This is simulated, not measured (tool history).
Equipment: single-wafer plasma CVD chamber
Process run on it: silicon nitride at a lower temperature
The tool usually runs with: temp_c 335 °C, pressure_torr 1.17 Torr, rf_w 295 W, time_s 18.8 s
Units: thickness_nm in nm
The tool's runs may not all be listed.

run	hour	temp_c	pressure_torr	rf_w	time_s	wafers since the last listed run	hours since the last thermocouple change	hours since the last RF generator calibration	hours since the last manometer calibration	hours since the showerhead was replaced	hours since the gauge calibration	read-back reference wafer on the same gauge, thickness_nm	thickness_nm
1	0	335	1.25	295	18.8	0	2251.7	844.9	2581.8	3023	267.3	21.603	20.835
2	32.1	335	1.25	295	18.8	601	2283.8	877	2613.9	3055.1	299.4	21.595	20.792
3	48.3	335	1.25	295	18.8	303	2300	893.2	2630.1	3071.3	315.6	21.603	20.92
4	60.6	343	1.17	295	18.8	230	2312.3	905.5	2642.4	3083.6	327.9	21.599	19.995
5	79.8	343	1.17	295	18.8	359	2331.5	924.7	2661.6	3102.8	347.1	21.603	20.087
6	95.2	335	1.09	295	18.8	288	2346.9	940.1	2677	3118.2	362.5	21.588	19.523
# hour 115.8: gauge calibrated
# hour 119.5: thermocouple changed; heater temperature recalibrated
7	120.2	335	1.09	295	18.8	318	0.7	965.1	2702	3143.2	4.4	21.597	19.371
# hour 133: showerhead replaced, of another model than before
# hour 137.7: RF generator calibrated
8	153.3	335	1.09	295	18.8	382	33.8	15.6	2735.1	20.3	37.5	21.598	20.478
9	178.7	335	1.17	295	18.8	475	59.2	41	2760.5	45.7	62.9	21.605	20.962
10	199.5	335	1.17	295	18.8	389	80	61.8	2781.3	66.5	83.7	21.606	20.968
11	220.4	335	1.01	315	18.8	391	100.9	82.7	2802.2	87.4	104.6	21.606	20.776
12	234.6	320	1.17	295	18.8	266	115.1	96.9	2816.4	101.6	118.8	21.603	20.958
# hour 252.4: capacitance manometer re-zeroed and calibrated
13	252.9	335	1.17	295	18.8	193	133.4	115.2	0.5	119.9	137.1	21.599	20.91
14	274.8	335	1.06	295	15.3	410	155.3	137.1	22.4	141.8	159	21.598	16.213
15	299.3	335	1.17	295	18.8	459	179.8	161.6	46.9	166.3	183.5	21.609	20.68
16	322.5	345	1.32	235	17	434	203	184.8	70.1	189.5	206.7	21.592	16
17	355.6	335	1.39	270	18.8	620	236.1	217.9	103.2	222.6	239.8	21.602	20.2
18	368	348	1.17	295	18.8	232	248.5	230.3	115.6	235	252.2	21.601	20.507

Branching from run 18: 3 alternative next runs. What would each branch give?
A	368.4	335	1.17	295	18.8	7	248.9	230.7	116	235.4	252.6	?	?
B	368.4	340	0.91	295	18.8	7	248.9	230.7	116	235.4	252.6	?	?
C	368.4	328	1.42	350	20.8	7	248.9	230.7	116	235.4	252.6	?	?

run	read-back reference wafer on the same gauge, thickness_nm	thickness_nm
A	21.601	20.435
B	21.601	18.401
C	21.601	27.644
What these runs would have given with no unlogged condition in the tool:
run	thickness_nm
A	21.145
B	19.04
C	28.541

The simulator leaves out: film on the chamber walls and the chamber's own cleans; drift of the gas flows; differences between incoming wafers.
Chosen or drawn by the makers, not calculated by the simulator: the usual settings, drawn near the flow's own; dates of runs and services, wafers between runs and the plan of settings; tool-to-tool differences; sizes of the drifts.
